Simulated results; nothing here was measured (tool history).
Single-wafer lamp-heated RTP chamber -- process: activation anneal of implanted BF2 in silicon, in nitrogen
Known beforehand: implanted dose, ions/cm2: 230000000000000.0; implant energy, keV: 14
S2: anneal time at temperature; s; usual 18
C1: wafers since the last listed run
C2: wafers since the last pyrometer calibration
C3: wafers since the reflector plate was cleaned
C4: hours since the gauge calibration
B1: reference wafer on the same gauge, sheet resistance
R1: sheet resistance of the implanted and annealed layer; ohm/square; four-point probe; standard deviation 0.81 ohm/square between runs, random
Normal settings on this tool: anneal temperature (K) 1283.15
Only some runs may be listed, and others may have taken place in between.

Run 1, hour 0: usual settings; C1 0; C2 3186; C3 184; C4 541.1; B1 520.54. Result: R1 542.46 ohm/square.
At hour 87.8: pyrometer window cleaned and pyrometer calibrated.
Run 2, hour 103: usual settings; C1 2066; C2 330; C3 2250; C4 644.1; B1 521.1. Result: R1 542.51 ohm/square.
Run 3, hour 154.9: usual settings; C1 1129; C2 1459; C3 3379; C4 696; B1 520.58. Result: R1 542.1 ohm/square.
Run 4, hour 174.8: usual settings; C1 432; C2 1892; C3 3812; C4 715.9; B1 520.95. Result: R1 542.87 ohm/square.
Run 5, hour 196.3: usual settings; C1 467; C2 2359; C3 4280; C4 737.4; B1 521.04. Result: R1 543.22 ohm/square.
Run 6, hour 228.3: usual settings; C1 696; C2 3055; C3 4976; C4 769.4; B1 521.5. Result: R1 542.03 ohm/square.
Run 7, hour 258.8: usual settings; C1 663; C2 3719; C3 5639; C4 799.9; B1 521.53. Result: R1 543.08 ohm/square.
Run 8, hour 301.9: usual settings; C1 937; C2 4656; C3 6577; C4 843; B1 521.58. Result: R1 542.12 ohm/square.
Run 9, hour 318: usual settings; C1 350; C2 5007; C3 6927; C4 859.1; B1 521.75. Result: R1 543.46 ohm/square.
At hour 327.6: pyrometer window cleaned and pyrometer calibrated.
Run 10, hour 348: usual settings; C1 478; C2 443; C3 7406; C4 889.1; B1 521.26. Result: R1 541.67 ohm/square.
Run 11, hour 381: usual settings; C1 717; C2 1161; C3 8124; C4 922.1; B1 521.43. Result: R1 541.21 ohm/square.
Run 12, hour 399.9: usual settings but anneal temperature (K) 1260.15; C1 411; C2 1572; C3 8535; C4 941; B1 521.46. Result: R1 548.81 ohm/square.
Run 13, hour 419.6: usual settings but anneal temperature (K) 1260.15; C1 428; C2 2001; C3 8963; C4 960.7; B1 521.31. Result: R1 549.15 ohm/square.
At hour 443.1: reflector plate cleaned.
Run 14, hour 451.9: usual settings but anneal temperature (K) 1260.15; C1 528; C2 2530; C3 190; C4 993; B1 521.51. Result: R1 550.24 ohm/square.
Run 15, hour 481.9: usual settings but anneal temperature (K) 1267.15, S2 27 s; C1 652; C2 3182; C3 843; C4 1023; B1 522. Result: R1 541.97 ohm/square.
Run 16, hour 500.4: usual settings; C1 402; C2 3585; C3 1245; C4 1041.5; B1 521.43. Result: R1 542.84 ohm/square.
Run 17, hour 517.8: usual settings but anneal temperature (K) 1306.15, S2 10 s; C1 378; C2 3963; C3 1624; C4 1058.9; B1 522.07. Result: R1 545.8 ohm/square.
Run 18, hour 543.8: usual settings; C1 565; C2 4529; C3 2189; C4 1084.9; B1 521.85. Result: R1 542.99 ohm/square.
At hour 582.2: pyrometer window cleaned and pyrometer calibrated.
Run 19, hour 582.7: usual settings but anneal temperature (K) 1275.15, S2 25 s; C1 672; C2 10; C3 2861; C4 1123.8; B1 522.18. Result: R1 540.77 ohm/square.
Run 20, hour 608.7: usual settings but S2 25 s; C1 565; C2 576; C3 3427; C4 1149.8; B1 522.05. Result: R1 539.81 ohm/square.
Run 21, hour 631.3: usual settings; C1 491; C2 1068; C3 3919; C4 1172.4; B1 521.96. Result: R1 544.84 ohm/square.
Run 22, hour 665.4: usual settings; C1 741; C2 1809; C3 4660; C4 1206.5; B1 522.55. Result: R1 543.33 ohm/square.
Run 23, hour 695.3: usual settings; C1 650; C2 2460; C3 5311; C4 1236.4; B1 522.09. Result: R1 544.12 ohm/square.
Run 24, hour 724.3: usual settings but anneal temperature (K) 1306.15, S2 10 s; C1 630; C2 3091; C3 5942; C4 1265.4; B1 522.41. Result: R1 547.62 ohm/square.
At hour 737.6: gauge calibrated.
Run 25, hour 749.3: usual settings but anneal temperature (K) 1307.15; C1 543; C2 3635; C3 6485; C4 11.7; B1 518.4. Result: R1 536.48 ohm/square.
At hour 829.4: pyrometer window cleaned and pyrometer calibrated.
At hour 832.4: reflector plate cleaned.
Run 26, hour 832.9: usual settings but S2 28 s; C1 1577; C2 10; C3 10; C4 95.3; B1 518.88. Result: R1 534.32 ohm/square.
Run 27, hour 854: usual settings but anneal temperature (K) 1263.15, S2 26 s; C1 459; C2 469; C3 469; C4 116.4; B1 518.87. Result: R1 542.17 ohm/square.
Run 28, hour 883.2: usual settings but anneal temperature (K) 1305.15, S2 12 s; C1 635; C2 1104; C3 1104; C4 145.6; B1 518.94. Result: R1 541.87 ohm/square.
Run 29, hour 916.9: usual settings but anneal temperature (K) 1257.15, S2 10 s; C1 733; C2 1837; C3 1837; C4 179.3; B1 519.13. Result: R1 550.34 ohm/square.
Run 30, hour 939: usual settings but anneal temperature (K) 1311.15, S2 15 s; C1 480; C2 2318; C3 2318; C4 201.4; B1 519.06. Result: R1 539.24 ohm/square.
Run 31, hour 965.5: usual settings but anneal temperature (K) 1293.15, S2 25 s; C1 576; C2 2894; C3 2894; C4 227.9; B1 519.47. Result: R1 535.76 ohm/square.
Run 32, hour 993.5: usual settings but anneal temperature (K) 1264.15, S2 14 s; C1 609; C2 3503; C3 3503; C4 255.9; B1 519.32. Result: R1 546.26 ohm/square.
Run 33, hour 1015.7: usual settings but anneal temperature (K) 1302.15; C1 482; C2 3986; C3 3986; C4 278.1; B1 518.98. Result: R1 538.18 ohm/square.
Run 34, hour 1030.2: usual settings; C1 315; C2 4302; C3 4302; C4 292.6; B1 519.34. Result: R1 541.58 ohm/square.
At hour 1061: pyrometer window cleaned and pyrometer calibrated.
Run 35, hour 1061.5: usual settings; C1 506; C2 9; C3 4808; C4 323.9; B1 519.52. Result: R1 541.84 ohm/square.

What if the next run were any one of these 5? Each begins from the tool's condition after run 35:
Run A, hour 1061.9: usual settings but anneal temperature (K) 1310.15; C1 8; C2 18; C3 4817; C4 324.3; B1 ?. Result: R1 ?.
Run B, hour 1061.9: usual settings but anneal temperature (K) 1306.15, S2 23 s; C1 8; C2 18; C3 4817; C4 324.3; B1 ?. Result: R1 ?.
Run C, hour 1061.9: usual settings but anneal temperature (K) 1295.15, S2 23 s; C1 8; C2 18; C3 4817; C4 324.3; B1 ?. Result: R1 ?.
Run D, hour 1061.9: usual settings but anneal temperature (K) 1305.15, S2 25 s; C1 8; C2 18; C3 4817; C4 324.3; B1 ?. Result: R1 ?.
Run E, hour 1061.9: usual settings but anneal temperature (K) 1267.15; C1 8; C2 18; C3 4817; C4 324.3; B1 ?. Result: R1 ?.

run     B1      R1
  A  519.6  536.49
  B  519.6   533.9
  C  519.6   535.7
  D  519.6  532.88
  E  519.6     544
The same runs, with their run-to-run variation unchanged, on a tool lacking any hidden condition would have given:
run      R1
  A  535.92
  B  533.34
  C  535.13
  D  532.32
  E  543.43
